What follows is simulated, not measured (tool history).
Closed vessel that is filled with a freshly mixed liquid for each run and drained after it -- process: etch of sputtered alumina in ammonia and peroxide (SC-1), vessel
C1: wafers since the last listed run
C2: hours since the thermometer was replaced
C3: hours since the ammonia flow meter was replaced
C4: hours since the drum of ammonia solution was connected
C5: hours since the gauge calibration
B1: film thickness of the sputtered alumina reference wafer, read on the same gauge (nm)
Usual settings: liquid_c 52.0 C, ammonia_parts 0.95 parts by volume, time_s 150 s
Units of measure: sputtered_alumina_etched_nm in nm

run 1 day=0.000 | liquid_c=52.0 ammonia_parts=0.95 time_s=150 | C1=0 C2=1198.7 C3=2036.5 C4=349.5 C5=379.3 | B1=90.06 | sputtered_alumina_etched_nm=9.67
-- day=0.708 new drum of ammonia solution connected
run 2 day=1.938 | liquid_c=52.0 ammonia_parts=0.95 time_s=150 | C1=4468 C2=1245.2 C3=2083.0 C4=29.5 C5=425.8 | B1=89.98 | sputtered_alumina_etched_nm=9.55
run 3 day=3.546 | liquid_c=52.0 ammonia_parts=0.95 time_s=150 | C1=3790 C2=1283.8 C3=2121.6 C4=68.1 C5=464.4 | B1=90.00 | sputtered_alumina_etched_nm=9.58
run 4 day=7.838 | liquid_c=52.0 ammonia_parts=0.95 time_s=150 | C1=10115 C2=1386.8 C3=2224.6 C4=171.1 C5=567.4 | B1=89.99 | sputtered_alumina_etched_nm=9.66
run 5 day=11.379 | liquid_c=52.0 ammonia_parts=0.95 time_s=150 | C1=8347 C2=1471.8 C3=2309.6 C4=256.1 C5=652.4 | B1=90.02 | sputtered_alumina_etched_nm=9.57
run 6 day=15.683 | liquid_c=52.0 ammonia_parts=0.95 time_s=150 | C1=10144 C2=1575.1 C3=2412.9 C4=359.4 C5=755.7 | B1=89.99 | sputtered_alumina_etched_nm=9.35
-- day=16.646 new drum of ammonia solution connected
run 7 day=18.421 | liquid_c=52.0 ammonia_parts=0.95 time_s=150 | C1=6354 C2=1640.8 C3=2478.6 C4=42.6 C5=821.4 | B1=90.01 | sputtered_alumina_etched_nm=9.50
run 8 day=20.050 | liquid_c=52.0 ammonia_parts=1.15 time_s=150 | C1=3839 C2=1679.9 C3=2517.7 C4=81.7 C5=860.5 | B1=90.04 | sputtered_alumina_etched_nm=9.56
run 9 day=24.371 | liquid_c=52.0 ammonia_parts=0.95 time_s=150 | C1=10184 C2=1783.6 C3=2621.4 C4=185.4 C5=964.2 | B1=90.00 | sputtered_alumina_etched_nm=9.37

Estimate the outcome of run 10 from the log above:
-- day=24.583 thermometer replaced
-- day=25.096 gauge calibrated
run 10 day=26.667 | liquid_c=59.5 ammonia_parts=0.95 time_s=65 | C1=5313 C2=50.0 C3=2676.5 C4=240.5 C5=37.7 | B1=? | sputtered_alumina_etched_nm=?

{"run 10": {"B1": 90.01, "sputtered_alumina_etched_nm": 6.56}}
Take away the tool's hidden state, keep the run-to-run variation as it was, and the same run would have given sputtered_alumina_etched_nm 6.65 nm.
